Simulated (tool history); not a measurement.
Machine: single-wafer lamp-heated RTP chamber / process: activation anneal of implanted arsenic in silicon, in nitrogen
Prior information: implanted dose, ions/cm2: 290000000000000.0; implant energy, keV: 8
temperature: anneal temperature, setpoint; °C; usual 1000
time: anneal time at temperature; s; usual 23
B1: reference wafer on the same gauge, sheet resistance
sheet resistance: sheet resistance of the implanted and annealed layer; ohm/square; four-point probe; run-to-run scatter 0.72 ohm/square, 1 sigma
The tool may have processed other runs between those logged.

Run 1, day 0: usual settings but temperature 991 °C; B1 354.06. Result: sheet resistance 361.32 ohm/square.
Run 2, day 2.929: usual settings; B1 353.98. Result: sheet resistance 357.73 ohm/square.
Run 3, day 4.258: usual settings; B1 354.02. Result: sheet resistance 358.53 ohm/square.
At day 5.825: reflector plate cleaned.
Run 4, day 6.933: usual settings; B1 353.97. Result: sheet resistance 356.77 ohm/square.
Run 5, day 8.004: usual settings but temperature 1019 °C; B1 353.8. Result: sheet resistance 351.16 ohm/square.
Run 6, day 9.546: usual settings but temperature 1019 °C; B1 353.92. Result: sheet resistance 350.71 ohm/square.
Run 7, day 11.104: usual settings but temperature 1019 °C; B1 353.98. Result: sheet resistance 349.23 ohm/square.
At day 12.196: gauge calibrated.
Run 8, day 13.571: usual settings; B1 354.11. Result: sheet resistance 357.84 ohm/square.
At day 15.383: pyrometer window cleaned and pyrometer calibrated.
Run 9, day 15.404: usual settings; B1 354.03. Result: sheet resistance 357.88 ohm/square.
Run 10, day 16.475: usual settings but time 29 s; B1 354.08. Result: sheet resistance 356.31 ohm/square.
Run 11, day 18.454: usual settings but time 29 s; B1 353.99. Result: sheet resistance 356.29 ohm/square.
Run 12, day 21.229: usual settings but temperature 1017 °C, time 19 s; B1 353.86. Result: sheet resistance 354.6 ohm/square.
Run 13, day 22.638: usual settings but temperature 971 °C, time 37 s; B1 354.15. Result: sheet resistance 360.47 ohm/square.
Run 14, day 24.458: usual settings; B1 353.93. Result: sheet resistance 357.58 ohm/square.
Run 15, day 26.767: usual settings but temperature 1010 °C; B1 354.09. Result: sheet resistance 353.06 ohm/square.
Run 16, day 28.779: usual settings; B1 353.97. Result: sheet resistance 356.19 ohm/square.
Run 17, day 30.417: usual settings; B1 353.91. Result: sheet resistance 355.78 ohm/square.
At day 33.533: reflector plate cleaned.
Run 18, day 33.554: usual settings but temperature 1022 °C, time 34 s; B1 354.05. Result: sheet resistance 340.98 ohm/square.
At day 34.35: pyrometer window cleaned and pyrometer calibrated.
Run 19, day 35.25: usual settings but temperature 1019 °C; B1 354.07. Result: sheet resistance 352.47 ohm/square.
Run 20, day 36.367: usual settings but temperature 1028 °C, time 12 s; B1 354.22. Result: sheet resistance 357.21 ohm/square.
Run 21, day 39.171: usual settings but temperature 1015 °C, time 9 s; B1 354.04. Result: sheet resistance 365.14 ohm/square.
Run 22, day 41.354: usual settings but temperature 972 °C; B1 353.89. Result: sheet resistance 365.1 ohm/square.
Run 23, day 44.092: usual settings but time 34 s; B1 353.85. Result: sheet resistance 350.48 ohm/square.
Run 24, day 46.279: usual settings but temperature 977 °C, time 14 s; B1 354.08. Result: sheet resistance 367.42 ohm/square.
Run 25, day 48.246: usual settings but temperature 981 °C, time 32 s; B1 354.04. Result: sheet resistance 356.48 ohm/square.
Run 26, day 49.846: usual settings but temperature 1019 °C; B1 354.1. Result: sheet resistance 348.78 ohm/square.
Run 27, day 51.3: usual settings but temperature 1018 °C, time 30 s; B1 353.84. Result: sheet resistance 344.8 ohm/square.
Run 28, day 53.446: usual settings but temperature 1015 °C; B1 353.85. Result: sheet resistance 348.54 ohm/square.
Run 29, day 55.033: usual settings but temperature 974 °C; B1 353.99. Result: sheet resistance 362.74 ohm/square.
At day 56.142: pyrometer window cleaned and pyrometer calibrated.
Run 30, day 57.758: usual settings but temperature 1024 °C, time 16 s; B1 353.84. Result: sheet resistance 355.76 ohm/square.
Run 31, day 59.042: usual settings but temperature 1010 °C, time 28 s; B1 354.1. Result: sheet resistance 351.6 ohm/square.
Run 32, day 61.321: usual settings; B1 354.07. Result: sheet resistance 358.21 ohm/square.
Run 33, day 62.467: usual settings but temperature 1017 °C, time 29 s; B1 354.01. Result: sheet resistance 348.75 ohm/square.
At day 64.671: reflector plate cleaned.
Run 34, day 64.821: usual settings; B1 354.13. Result: sheet resistance 356.71 ohm/square.
Run 35, day 67.008: usual settings but temperature 973 °C; B1 353.97. Result: sheet resistance 365.36 ohm/square.

Below are 5 alternative next runs, each starting from the tool's condition after run 35. Predict each:
Run A, day 67.025: usual settings but temperature 1020 °C; B1 ?. Result: sheet resistance ?.
Run B, day 67.025: usual settings but temperature 1008 °C, time 14 s; B1 ?. Result: sheet resistance ?.
Run C, day 67.025: usual settings but temperature 987 °C, time 10 s; B1 ?. Result: sheet resistance ?.
Run D, day 67.025: usual settings but temperature 991 °C, time 11 s; B1 ?. Result: sheet resistance ?.
Run E, day 67.025: usual settings but temperature 1020 °C, time 33 s; B1 ?. Result: sheet resistance ?.

run      B1  sheet resistance
  A  354.07            349.89
  B  354.07            361.03
  C  354.07            369.91
  D  354.07            368.13
  E  354.07            343.88
Stripped of hidden state, with their random variation kept, the same runs would have yielded:
run  sheet resistance
  A            352.84
  B            363.33
  C            371.58
  D            369.91
  E            347.09

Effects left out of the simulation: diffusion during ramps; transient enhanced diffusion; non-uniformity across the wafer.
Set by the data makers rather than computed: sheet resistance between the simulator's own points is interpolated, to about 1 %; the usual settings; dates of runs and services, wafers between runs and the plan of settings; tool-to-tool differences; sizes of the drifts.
